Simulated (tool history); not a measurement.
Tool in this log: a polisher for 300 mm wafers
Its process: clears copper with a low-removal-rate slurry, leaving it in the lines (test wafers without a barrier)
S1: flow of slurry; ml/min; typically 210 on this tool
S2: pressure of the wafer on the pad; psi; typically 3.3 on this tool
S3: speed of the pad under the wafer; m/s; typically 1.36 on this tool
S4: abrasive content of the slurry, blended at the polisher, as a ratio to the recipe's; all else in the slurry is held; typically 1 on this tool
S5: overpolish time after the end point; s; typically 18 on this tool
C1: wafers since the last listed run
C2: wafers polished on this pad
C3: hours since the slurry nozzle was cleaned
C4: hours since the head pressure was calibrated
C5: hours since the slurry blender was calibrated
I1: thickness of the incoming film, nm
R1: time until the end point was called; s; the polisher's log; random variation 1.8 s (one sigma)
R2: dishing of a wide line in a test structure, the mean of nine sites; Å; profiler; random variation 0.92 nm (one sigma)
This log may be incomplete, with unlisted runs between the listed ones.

run	hour	S1	S2	S3	S4	S5	C1	C2	C3	C4	C5	I1	R1	R2
1	0	210	3.3	1.36	0.85	18	0	610	47.4	431.9	68	473	122.9	392
2	9.3	210	3.3	1.36	1	18	74	685	56.7	441.2	77.3	465.4	118	402
# hour 21.7: head pressure recalibrated
3	24.4	210	3.3	1.36	1	18	105	790	71.8	2.7	92.4	474.6	120	407
4	40.4	210	3.3	1.36	1	18	128	918	87.8	18.7	108.4	468.2	122	397
# hour 52.7: slurry blender recalibrated
5	53.2	210	3.3	1.36	1	18	86	1005	100.6	31.5	0.5	460.6	120.2	395
6	59	210	3.3	1.36	1	18	46	1051	106.4	37.3	6.3	461.7	123.4	390
7	69.9	270	3.3	1.36	1	18	87	1139	117.3	48.2	17.2	470.5	116.3	395
# hour 79.2: worn pad replaced by a new one
8	83.6	270	3.3	1.36	1	18	77	35	131	61.9	30.9	464.6	116.5	405
9	93.6	170	4.2	1.16	0.85	18	80	115	141	71.9	40.9	469.9	131.8	380
10	110.4	170	2.5	0.94	1	12	134	250	157.8	88.7	57.7	467.7	224.3	168
11	124.3	210	3.3	1.36	1	18	111	362	171.7	102.6	71.6	460.3	124.3	383
12	130.7	160	3.3	1.74	0.7	21	51	413	178.1	109	78	466.6	107.1	473
13	137.4	170	4.2	1.16	0.85	18	53	467	184.8	115.7	84.7	470.6	134.3	359
14	144.9	180	2.2	1.36	1	18	60	527	192.3	123.2	92.2	472.6	165.1	300
15	162.8	140	3.3	1.36	1	27	143	671	210.2	141.1	110.1	458.4	138.9	482
16	174.8	180	3.3	1.36	1.3	18	96	767	222.2	153.1	122.1	469	121.5	384
# hour 182.8: slurry blender recalibrated
17	191.9	140	3.3	0.92	1	25	121	888	239.3	170.2	9.1	470.6	207.6	344
# hour 201.4: slurry nozzle cleaned
18	201.7	210	2.2	1.04	0.85	25	70	959	0.3	180	18.9	462.8	198.5	334
19	213.7	210	4.4	1	1	18	96	1055	12.3	192	30.9	454.6	125.3	367
# hour 218.8: worn pad replaced by a new one
20	224.2	210	3.3	1.36	1	18	52	43	22.8	202.5	41.4	461	118.7	399
21	232.5	210	3.3	1.36	1	18	66	109	31.1	210.8	49.7	468.3	119.9	409
22	249.8	210	3.3	1.36	1	18	138	248	48.4	228.1	67	460.5	117.4	417
23	261.7	210	3.7	1.18	1.1	18	95	344	60.3	240	78.9	466.9	124.6	402
24	268.4	210	4.3	1.82	0.85	12	53	398	67	246.7	85.6	461.8	74.3	423
25	278.2	280	3.3	1.36	0.75	18	78	476	76.8	256.5	95.4	470.6	123.5	399
26	295.2	210	2.3	1.36	1	24	136	613	93.8	273.5	112.4	462.8	154.5	404
# hour 303: slurry blender recalibrated
27	307.5	210	2.7	1.36	1	18	82	696	106.1	285.8	4.5	463	145.2	344
28	316	140	3.3	0.98	1	23	68	764	114.6	294.3	13	466.5	185.4	326

Each row is a separate what-if for the run after 28, all from the same tool condition, not one after another. Results?
A	316.5	210	3.3	1.36	1	18	4	768	115.1	294.8	13.5	458.8	?	?
B	316.5	210	3.3	1.36	1.1	18	4	768	115.1	294.8	13.5	458.8	?	?
C	316.5	210	3.3	1.36	1	21	4	768	115.1	294.8	13.5	458.8	?	?
D	316.5	275	3.3	1.12	1	18	4	768	115.1	294.8	13.5	458.8	?	?

run	R1	R2
A	121.8	398
B	119.9	402
C	121.8	445
D	140.9	356
Stripped of hidden state, with their random variation kept, the same runs would have yielded:
run	R1	R2
A	112.4	422
B	110.7	426
C	112.4	470
D	132.5	373
